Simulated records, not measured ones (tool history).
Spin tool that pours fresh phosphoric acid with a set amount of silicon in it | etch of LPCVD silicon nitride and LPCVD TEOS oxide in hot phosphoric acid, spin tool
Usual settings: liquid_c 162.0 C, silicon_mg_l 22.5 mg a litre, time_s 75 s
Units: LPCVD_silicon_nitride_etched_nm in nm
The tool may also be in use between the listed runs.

run,hour,liquid_c,silicon_mg_l,time_s,"read-back film thickness of the LPCVD silicon nitride reference wafer, read on the same gauge (nm)",LPCVD_silicon_nitride_etched_nm
1,0.0,160.5,22.5,75,39.95,5.58
2,17.5,164.0,30.5,35,39.98,2.95
3,31.8,162.0,38.0,75,40.00,5.83
4,40.5,162.0,13.0,75,40.01,5.85
5,47.6,162.0,39.0,75,40.06,5.87
6,58.0,162.0,9.5,115,40.00,8.98
7,66.6,159.0,15.0,90,40.00,6.32
8,74.5,162.0,15.0,115,40.03,8.95
# hour 78.4: gauge calibrated
9,85.0,159.5,12.0,75,40.05,5.37
# hour 86.1: heated supply line repaired
10,102.9,159.5,6.5,100,40.04,8.31
11,114.4,162.0,22.5,75,40.00,6.74
12,126.6,161.0,36.5,75,40.03,6.55
13,136.0,162.0,40.0,95,39.96,8.49
# hour 137.8: thermometer replaced
14,142.1,164.0,12.5,40,40.00,3.83
15,152.9,162.0,22.5,75,40.00,6.76
16,170.0,162.0,15.5,75,40.04,6.69
17,177.3,159.5,39.0,90,40.03,7.44
18,187.2,162.0,38.0,75,39.97,6.77
19,209.1,162.0,22.5,75,40.03,6.75
20,219.4,159.5,6.0,40,40.00,3.30
21,233.4,160.5,37.0,40,39.99,3.39

Forecast each of these 5 alternatives for the next run:
A,233.8,162.0,22.5,40,?,?
B,233.8,163.0,22.5,75,?,?
C,233.8,164.5,17.5,100,?,?
D,233.8,164.5,15.0,35,?,?
E,233.8,161.0,22.5,60,?,?

run,"read-back film thickness of the LPCVD silicon nitride reference wafer, read on the same gauge (nm)",LPCVD_silicon_nitride_etched_nm
A,40.02,3.59
B,40.02,6.96
C,40.02,9.76
D,40.02,3.41
E,40.02,5.21
Without the tool's hidden state the same runs would have given:
run,LPCVD_silicon_nitride_etched_nm
A,3.67
B,7.11
C,9.97
D,3.49
E,5.33

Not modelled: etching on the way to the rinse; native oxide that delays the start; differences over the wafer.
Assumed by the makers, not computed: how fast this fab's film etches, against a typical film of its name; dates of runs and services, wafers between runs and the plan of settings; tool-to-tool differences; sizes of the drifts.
